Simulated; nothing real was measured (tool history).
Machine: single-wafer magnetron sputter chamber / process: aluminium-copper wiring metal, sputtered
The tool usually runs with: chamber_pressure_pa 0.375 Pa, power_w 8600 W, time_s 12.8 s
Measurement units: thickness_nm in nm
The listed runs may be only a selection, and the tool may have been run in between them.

run,hour,chamber_pressure_pa,power_w,time_s,wafers since the last listed run,wafers on the sputter target,hours since the last manometer calibration,hours since the magnet pack was replaced,hours since the gauge calibration,"read-back reference wafer on the same gauge, thickness_nm",thickness_nm
1,0.0,0.334,8600,12.8,0,3027,1734.6,7725.8,1357.9,188.086,200.143
2,197.4,0.334,8600,12.8,8138,11165,1932.0,7923.2,1555.3,187.779,197.310
3,264.6,0.375,8600,12.8,2770,13935,1999.2,7990.4,1622.5,188.024,193.906
4,318.3,0.375,8600,12.8,2213,16149,2052.9,8044.1,1676.2,188.166,194.595
# hour 345.5: capacitance manometer re-zeroed and calibrated
5,373.9,0.375,8600,12.8,1962,18111,28.4,8099.7,1731.8,188.250,188.851
# hour 410.6: sputter target and shields replaced
6,438.0,0.375,8600,12.8,2312,1128,92.5,8163.8,1795.9,187.875,195.095
7,474.0,0.375,8600,12.8,1484,2612,128.5,8199.8,1831.9,188.078,193.326
8,503.7,0.375,8600,12.8,1224,3836,158.2,8229.5,1861.6,188.144,191.901
9,535.5,0.375,8600,12.8,1311,5147,190.0,8261.3,1893.4,187.846,193.273
10,581.3,0.326,8600,13.4,1888,7036,235.8,8307.1,1939.2,187.878,202.858
11,636.4,0.326,8600,13.4,2271,9307,290.9,8362.2,1994.3,188.180,202.944
12,685.7,0.375,8600,12.8,2032,11340,340.2,8411.5,2043.6,188.031,189.227
# hour 731.9: gauge calibrated
13,738.9,0.413,8600,11.0,2193,13533,393.4,8464.7,7.0,188.055,159.819
14,777.0,0.326,8600,13.4,1570,15104,431.5,8502.8,45.1,188.105,201.392
# hour 802.0: sputter target and shields replaced
15,808.4,0.375,8600,12.8,964,264,462.9,8534.2,76.5,187.883,198.155
16,879.6,0.375,9800,12.8,2935,3199,534.1,8605.4,147.7,187.733,221.002
17,934.3,0.316,6950,10.3,2255,5454,588.8,8660.1,202.4,187.968,128.936
18,981.2,0.463,8600,12.8,1933,7388,635.7,8707.0,249.3,187.980,184.687
19,1026.7,0.375,8600,12.8,1875,9264,681.2,8752.5,294.8,188.242,191.195
20,1069.5,0.375,8600,12.8,1764,11028,724.0,8795.3,337.6,187.852,190.962
21,1122.8,0.268,8600,14.9,2197,13226,777.3,8848.6,390.9,187.951,229.609
22,1172.1,0.375,8600,13.7,2032,15258,826.6,8897.9,440.2,187.972,204.804
# hour 1225.2: sputter target and shields replaced
23,1228.3,0.375,8600,12.8,1987,128,882.8,8954.1,496.4,188.042,195.788
24,1279.2,0.375,6500,12.8,2098,2227,933.7,9005.0,547.3,187.970,147.647
25,1307.0,0.524,8000,14.7,1146,3373,961.5,9032.8,575.1,187.993,196.532
# hour 1331.8: magnet pack replaced
26,1357.0,0.375,10300,12.8,1731,5104,1011.5,25.2,625.1,187.965,231.796
27,1411.9,0.243,10050,11.6,2263,7368,1066.4,80.1,680.0,188.166,213.817
28,1441.1,0.420,8600,13.9,1203,8571,1095.6,109.3,709.2,187.952,204.475
29,1492.8,0.375,6500,13.7,2131,10703,1147.3,161.0,760.9,187.954,154.392
30,1531.1,0.462,9250,12.8,1578,12282,1185.6,199.3,799.2,188.027,198.493
31,1568.3,0.375,8600,12.8,1533,13815,1222.8,236.5,836.4,188.150,191.013
# hour 1605.9: sputter target and shields replaced
32,1612.8,0.463,8600,12.8,1504,284,1267.3,281.0,880.9,187.941,192.247
33,1819.4,0.375,8000,12.8,8517,8801,1473.9,487.6,1087.5,188.004,179.088
34,1868.4,0.375,8600,12.8,2020,10821,1522.9,536.6,1136.5,187.915,192.257

Consider 4 possible next runs. They are alternatives, not a sequence: every one starts from the tool as it was left by run 34. What does each give?
A,1868.8,0.375,8600,12.8,16,10838,1523.3,537.0,1136.9,?,?
B,1868.8,0.523,9550,13.6,16,10838,1523.3,537.0,1136.9,?,?
C,1868.8,0.225,8600,12.8,16,10838,1523.3,537.0,1136.9,?,?
D,1868.8,0.375,7200,12.8,16,10838,1523.3,537.0,1136.9,?,?

run,"read-back reference wafer on the same gauge, thickness_nm",thickness_nm
A,188.008,192.302
B,188.008,215.114
C,188.008,203.205
D,188.008,160.997
Stripped of hidden state, with their random variation kept, the same runs would have yielded:
run,thickness_nm
A,196.928
B,219.422
C,208.965
D,164.870

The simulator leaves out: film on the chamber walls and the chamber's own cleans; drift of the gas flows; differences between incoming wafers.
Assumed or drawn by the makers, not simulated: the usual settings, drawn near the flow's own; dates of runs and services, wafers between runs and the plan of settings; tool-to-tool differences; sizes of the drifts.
